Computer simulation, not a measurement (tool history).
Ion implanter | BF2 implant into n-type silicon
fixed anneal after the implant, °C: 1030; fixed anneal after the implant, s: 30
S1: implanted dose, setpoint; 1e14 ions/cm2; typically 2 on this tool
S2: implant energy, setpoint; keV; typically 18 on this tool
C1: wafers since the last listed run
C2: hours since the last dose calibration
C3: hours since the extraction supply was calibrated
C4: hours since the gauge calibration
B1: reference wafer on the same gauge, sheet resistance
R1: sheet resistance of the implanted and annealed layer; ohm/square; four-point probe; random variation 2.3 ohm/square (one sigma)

run   hour    S1    S2   C1      C2      C3     C4      B1      R1
  1      0     2    18    0  1180.5  2063.1   32.6  547.34  520.05
  2   33.3     2    18  300  1213.8  2096.4   65.9  545.78  527.84
  3   52.1     2    18  169  1232.6  2115.2   84.7  547.18  522.81
  4   69.1     2  20.5  153  1249.6  2132.2  101.7  547.31   514.3
  5  102.9     2  20.5  305  1283.4    2166  135.5   548.4  514.36
  6  129.5     2    16  240    1310  2192.6  162.1  546.22  529.06
  7    163   2.2    18  302  1343.5  2226.1  195.6  547.49  481.06
  8  198.7  1.68  16.5  322  1379.2  2261.8  231.3  547.54  615.76
     226.5  -- Faraday cup replaced and dose calibrated
  9    227  1.68  16.5  183     0.5  2290.1  259.6  548.33  589.19
 10  247.6     2    18  186    21.1  2310.7  280.2  546.14  500.14
 11  264.6     2  22.5  153    38.1  2327.7  297.2  546.45  491.67
 12    299     2  16.5  310    72.5  2362.1  331.6  546.98  511.85
 13  330.3     2  16.5  282   103.8  2393.4  362.9  547.54  510.47
 14  355.3  2.58  12.5  225   128.8  2418.4  387.9  546.59  418.24
 15    376   1.8  12.5  186   149.5  2439.1  408.6  546.93  576.66
     384.6  -- gauge calibrated
 16  408.7     2    16  295   182.2  2471.8   24.1  547.14  515.67
 17  442.8  1.71    22  307   216.3  2505.9   58.2  546.76  569.17
 18  477.1  2.22    22  309   250.6  2540.2   92.5  546.36  453.76
     494.6  -- extraction supply calibrated
 19  506.5  2.36    13  193     280    11.9  121.9  547.45  458.83
 20  530.3  2.16  20.5  214   303.8    35.7  145.7  547.54  475.01
 21    562  1.42    20  286   335.5    67.4  177.4   547.2  674.11
 22  588.6     2    18  240   362.1      94    204  546.65  517.46
 23  621.5     2  12.5  297     395   126.9  236.9  546.33  530.53
 24    650  2.32  13.5  257   423.5   155.4  265.4  547.59  469.05
 25  685.5  1.46  16.5  320     459   190.9  300.9  547.39   683.7
 26  713.6   1.4    23  253   487.1     219    329   545.8  681.84
 27  744.6     2    18  279   518.1     250    360  547.39  515.42

5 options for the next run, each taken on its own from the tool as it stands now. Forecast them:
  A   745  1.52    18   3  518.5  250.4  360.4   ?   ?
  B   745  2.48    21   3  518.5  250.4  360.4   ?   ?
  C   745  1.58    23   3  518.5  250.4  360.4   ?   ?
  D   745  1.66  22.5   3  518.5  250.4  360.4   ?   ?
  E   745  1.69    23   3  518.5  250.4  360.4   ?   ?

run      B1      R1
  A  546.87  654.29
  B  546.87  424.06
  C  546.87  616.11
  D  546.87  592.44
  E  546.87  582.16
Without the tool's hidden state the same runs would have given:
run      R1
  A  636.13
  B  412.31
  C  599.28
  D   576.2
  E  566.21
